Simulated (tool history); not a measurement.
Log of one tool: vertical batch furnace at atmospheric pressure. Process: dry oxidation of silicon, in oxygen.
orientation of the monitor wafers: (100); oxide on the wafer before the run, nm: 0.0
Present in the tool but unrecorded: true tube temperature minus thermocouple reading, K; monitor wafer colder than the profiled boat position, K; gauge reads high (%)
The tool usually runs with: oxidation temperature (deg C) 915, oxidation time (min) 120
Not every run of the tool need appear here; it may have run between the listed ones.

run	day	oxidation temperature (deg C)	oxidation time (min)	wafers since the last listed run	hours since the last temperature calibration	hours since the boat lift was adjusted	hours since the gauge calibration	read-back reference wafer on the same gauge, thickness	oxide thickness on the monitor wafer (angstrom)
1	0	931	155	0	1204.3	1412.2	1413.9	39.2	531.2
2	2.796	928	120	638	1271.4	1479.3	1481	39.23	431.8
3	6.821	928	120	919	1368	1575.9	1577.6	39.25	427.2
4	10.446	928	120	827	1455	1662.9	1664.6	39.24	428.7
5	12.575	915	120	486	1506.1	1714	1715.7	39.29	376.9
6	14.312	915	120	396	1547.8	1755.7	1757.4	39.27	373.4
7	18.167	915	120	880	1640.3	1848.2	1849.9	39.25	379.1
8	20.825	915	120	607	1704.1	1912	1913.7	39.25	376.5
9	25.029	915	120	960	1805	2012.9	2014.6	39.25	373.9
10	29.517	915	81.5	1024	1912.7	2120.6	2122.3	39.3	287.8
11	31.625	915	81.5	481	1963.3	2171.2	2172.9	39.24	290.2
12	34.442	915	81.5	643	2030.9	2238.8	2240.5	39.29	288.2
13	36.338	921	120	432	2076.4	2284.3	2286	39.23	398.8
14	47.638	915	120	2580	2347.6	2555.5	2557.2	39.31	376.5
# day 51.471: gauge calibrated
15	52.004	915	120	997	2452.4	2660.3	12.8	39.34	380.7
16	55.983	915	150	908	2547.9	2755.8	108.3	39.3	442.9
17	59.529	915	120	809	2633	2840.9	193.4	39.28	379.6
18	62.375	915	120	649	2701.3	2909.2	261.7	39.3	376.6
# day 67.183: thermocouples replaced and temperature profile calibrated
19	67.204	928	175.5	874	0.5	3025.1	377.6	39.34	543.1
20	70.696	906	81.5	797	84.3	3108.9	461.4	39.28	253.2
21	74.554	915	120	881	176.9	3201.5	554	39.36	367.3
22	78.446	915	144	888	270.3	3294.9	647.4	39.4	416.9
23	80.717	928	120	518	324.8	3349.4	701.9	39.36	417.8
24	83.296	915	175.5	588	386.7	3411.3	763.8	39.39	480.3
# day 85.054: boat lift adjusted
25	93.525	934	141.5	2107	632.2	203.3	1009.3	39.31	507.8
26	95.954	931	86.5	554	690.5	261.6	1067.6	39.35	349.8
27	99.583	898	96.5	828	777.6	348.7	1154.7	39.25	272.2
28	103.467	937	71	886	870.8	441.9	1247.9	39.31	323.7
29	106.246	897	120	634	937.5	508.6	1314.6	39.26	311.6
30	108.838	915	120	591	999.7	570.8	1376.8	39.29	373.5
31	112.608	906	176.5	861	1090.2	661.3	1467.3	39.31	442.1
32	116.708	931	87	936	1188.6	759.7	1565.7	39.25	351.2
33	118.275	915	120	357	1226.2	797.3	1603.3	39.28	378
34	122.246	915	120	906	1321.5	892.6	1698.6	39.26	377.3
35	126.279	915	135	921	1418.3	989.4	1795.4	39.22	409.7
36	128.204	935	172.5	439	1464.5	1035.6	1841.6	39.38	610.1
37	130.754	915	120	582	1525.7	1096.8	1902.8	39.23	373.8
38	134.642	915	120	887	1619	1190.1	1996.1	39.25	378.8

What would each run have given without the hidden state, its run-to-run variation left as it was?
run	oxide thickness on the monitor wafer (angstrom)
1	510.2
2	414.7
3	409.8
4	410.6
5	361.1
6	357.4
7	362.5
8	359.9
9	357
10	275.1
11	277.3
12	275.3
13	379.9
14	358.1
15	361.9
16	420.2
17	360.5
18	357.6
19	540.6
20	251.1
21	362.6
22	409.8
23	409.9
24	469.7
25	492.7
26	339.4
27	263.5
28	312.4
29	300.4
30	359.6
31	424.1
32	337.1
33	362.5
34	361.3
35	391.5
36	582.1
37	356.9
38	361.3

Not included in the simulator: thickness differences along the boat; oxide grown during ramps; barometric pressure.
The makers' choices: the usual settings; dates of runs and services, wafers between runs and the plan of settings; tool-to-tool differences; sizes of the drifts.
